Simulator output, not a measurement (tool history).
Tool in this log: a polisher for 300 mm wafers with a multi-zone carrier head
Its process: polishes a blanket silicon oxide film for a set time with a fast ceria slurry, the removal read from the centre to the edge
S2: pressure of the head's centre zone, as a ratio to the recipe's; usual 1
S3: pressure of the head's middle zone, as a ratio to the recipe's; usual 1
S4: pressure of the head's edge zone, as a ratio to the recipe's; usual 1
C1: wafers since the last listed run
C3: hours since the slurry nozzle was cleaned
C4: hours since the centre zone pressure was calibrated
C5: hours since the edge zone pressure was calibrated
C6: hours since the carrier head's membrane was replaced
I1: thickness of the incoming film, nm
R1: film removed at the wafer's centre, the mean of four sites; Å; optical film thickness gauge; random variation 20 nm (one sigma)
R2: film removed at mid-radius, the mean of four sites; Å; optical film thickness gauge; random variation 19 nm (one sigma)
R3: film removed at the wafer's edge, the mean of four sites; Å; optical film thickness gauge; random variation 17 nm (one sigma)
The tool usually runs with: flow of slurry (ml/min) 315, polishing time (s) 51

Run 1, hour 0: usual settings but S3 1.03; C1 0; wafers polished on this pad 1710; C3 572.2; C4 833.4; C5 288.8; C6 876.5; I1 3268.3. Result: R1 11723 Å, R2 11509 Å, R3 11457 Å.
Run 2, hour 43: usual settings but S4 0.93; C1 411; wafers polished on this pad 2122; C3 615.2; C4 876.4; C5 331.8; C6 919.5; I1 3236.3. Result: R1 12106 Å, R2 11341 Å, R3 11008 Å.
Run 3, hour 95.5: usual settings but flow of slurry (ml/min) 240, S2 1.07; C1 502; wafers polished on this pad 2625; C3 667.7; C4 928.9; C5 384.3; C6 972; I1 3282.4. Result: R1 12332 Å, R2 10880 Å, R3 11068 Å.
Run 4, hour 142.6: usual settings but S2 0.93; C1 451; wafers polished on this pad 3076; C3 714.8; C4 976; C5 431.4; C6 1019.1; I1 3275.3. Result: R1 11268 Å, R2 11096 Å, R3 11497 Å.
At hour 189.7: slurry nozzle cleaned.
Run 5, hour 225: usual settings; C1 779; wafers polished on this pad 3856; C3 35.3; C4 1058.4; C5 513.8; C6 1101.5; I1 3261.7. Result: R1 11737 Å, R2 11158 Å, R3 11121 Å.
At hour 308.8: centre zone pressure recalibrated.
Run 6, hour 309.3: usual settings; C1 788; wafers polished on this pad 4645; C3 119.6; C4 0.5; C5 598.1; C6 1185.8; I1 3263.5. Result: R1 11762 Å, R2 11236 Å, R3 11479 Å.
At hour 361.3: worn pad replaced by a new one, repeated, since the last time left the tool worse.
Run 7, hour 361.8: usual settings; C1 464; wafers polished on this pad 4; C3 172.1; C4 53; C5 650.6; C6 1238.3; I1 3324.3. Result: R1 13891 Å, R2 13165 Å, R3 13043 Å.
Run 8, hour 436.6: usual settings; C1 716; wafers polished on this pad 721; C3 246.9; C4 127.8; C5 725.4; C6 1313.1; I1 3250.9. Result: R1 13652 Å, R2 12666 Å, R3 12749 Å.
Run 9, hour 508.7: usual settings; C1 690; wafers polished on this pad 1412; C3 319; C4 199.9; C5 797.5; C6 1385.2; I1 3301.6. Result: R1 13165 Å, R2 12834 Å, R3 12895 Å.
Run 10, hour 583.6: usual settings but flow of slurry (ml/min) 400, S2 0.92, polishing time (s) 58; C1 717; wafers polished on this pad 2129; C3 393.9; C4 274.8; C5 872.4; C6 1460.1; I1 3273.6. Result: R1 14162 Å, R2 14770 Å, R3 14360 Å.
Run 11, hour 631.1: usual settings but S2 1.05, S4 0.94, polishing time (s) 45; C1 455; wafers polished on this pad 2584; C3 441.4; C4 322.3; C5 919.9; C6 1507.6; I1 3339.7. Result: R1 11999 Å, R2 10835 Å, R3 10751 Å.
Run 12, hour 720.5: usual settings but flow of slurry (ml/min) 285, S3 1.06; C1 856; wafers polished on this pad 3441; C3 530.8; C4 411.7; C5 1009.3; C6 1597; I1 3225.4. Result: R1 13068 Å, R2 12688 Å, R3 12580 Å.
Run 13, hour 770.3: usual settings but polishing time (s) 65; C1 477; wafers polished on this pad 3918; C3 580.6; C4 461.5; C5 1059.1; C6 1646.8; I1 3307. Result: R1 16446 Å, R2 15431 Å, R3 15758 Å.
Run 14, hour 874.8: usual settings but S2 1.08, S3 0.9, S4 1.12, polishing time (s) 41; C1 1001; wafers polished on this pad 4919; C3 685.1; C4 566; C5 1163.6; C6 1751.3; I1 3256.5. Result: R1 10841 Å, R2 9044 Å, R3 10462 Å.
At hour 907.8: worn pad replaced by a new one.
Run 15, hour 919.4: usual settings but flow of slurry (ml/min) 225, S2 1.05, S4 0.92; C1 388; wafers polished on this pad 111; C3 729.7; C4 610.6; C5 1208.2; C6 1795.9; I1 3233.8. Result: R1 13846 Å, R2 12777 Å, R3 12353 Å.
At hour 944.2: slurry nozzle cleaned.
Run 16, hour 1021.1: usual settings but S2 0.92, S3 1.08, S4 1.12; C1 964; wafers polished on this pad 1076; C3 76.9; C4 712.3; C5 1309.9; C6 1897.6; I1 3307.7. Result: R1 12385 Å, R2 13991 Å, R3 13473 Å.
At hour 1027.7: carrier head's membrane replaced by a new one.
At hour 1054.3: edge zone pressure recalibrated.
At hour 1239.7: centre zone pressure recalibrated.
Run 17, hour 1312.3: usual settings but S2 1.11, S3 0.94, S4 0.92; C1 2703; wafers polished on this pad 3779; C3 368.1; C4 72.6; C5 258; C6 284.6; I1 3241.1. Result: R1 13885 Å, R2 11559 Å, R3 11865 Å.
Run 18, hour 1367.9: usual settings but S2 0.94; C1 532; wafers polished on this pad 4312; C3 423.7; C4 128.2; C5 313.6; C6 340.2; I1 3244.5. Result: R1 12218 Å, R2 12410 Å, R3 12451 Å.
At hour 1402.6: worn pad replaced by a new one.
Run 19, hour 1413.4: usual settings; C1 397; wafers polished on this pad 103; C3 469.2; C4 173.7; C5 359.1; C6 385.7; I1 3269.2. Result: R1 13510 Å, R2 13207 Å, R3 12902 Å.
Run 20, hour 1508.5: usual settings but S2 0.96, S3 0.88, S4 0.94, polishing time (s) 41; C1 911; wafers polished on this pad 1014; C3 564.3; C4 268.8; C5 454.2; C6 480.8; I1 3290.1. Result: R1 10285 Å, R2 9070 Å, R3 10123 Å.
Run 21, hour 1572.7: usual settings but flow of slurry (ml/min) 230, S2 1.1, S3 0.9; C1 615; wafers polished on this pad 1630; C3 628.5; C4 333; C5 518.4; C6 545; I1 3317. Result: R1 13645 Å, R2 11455 Å, R3 12393 Å.
Run 22, hour 1635.5: usual settings but flow of slurry (ml/min) 405, S4 1.05; C1 601; wafers polished on this pad 2231; C3 691.3; C4 395.8; C5 581.2; C6 607.8; I1 3287.9. Result: R1 13369 Å, R2 12261 Å, R3 13038 Å.
Run 23, hour 1692.5: usual settings but S2 1.06; C1 546; wafers polished on this pad 2777; C3 748.3; C4 452.8; C5 638.2; C6 664.8; I1 3323.4. Result: R1 13511 Å, R2 12277 Å, R3 12434 Å.

Consider 3 possible next runs. They are alternatives, not a sequence: every one starts from the tool as it was left by run 23. What does each give?
Run A, hour 1692.9: usual settings; C1 3; wafers polished on this pad 2781; C3 748.7; C4 453.2; C5 638.6; C6 665.2; I1 3284.7. Result: R1 ?, R2 ?, R3 ?.
Run B, hour 1692.9: usual settings but S3 1.05, S4 1.12; C1 3; wafers polished on this pad 2781; C3 748.7; C4 453.2; C5 638.6; C6 665.2; I1 3284.7. Result: R1 ?, R2 ?, R3 ?.
Run C, hour 1692.9: usual settings but flow of slurry (ml/min) 250, S2 0.96, S4 1.09, polishing time (s) 42; C1 3; wafers polished on this pad 2781; C3 748.7; C4 453.2; C5 638.6; C6 665.2; I1 3284.7. Result: R1 ?, R2 ?, R3 ?.

run     R1     R2     R3
  A  13196  12235  12308
  B  13201  12749  12937
  C  10383   9931  10415
Stripped of hidden state, with their random variation kept, the same runs would have yielded:
run     R1     R2     R3
  A  14078  13052  13130
  B  14083  13601  13802
  C  11078  10595  11111
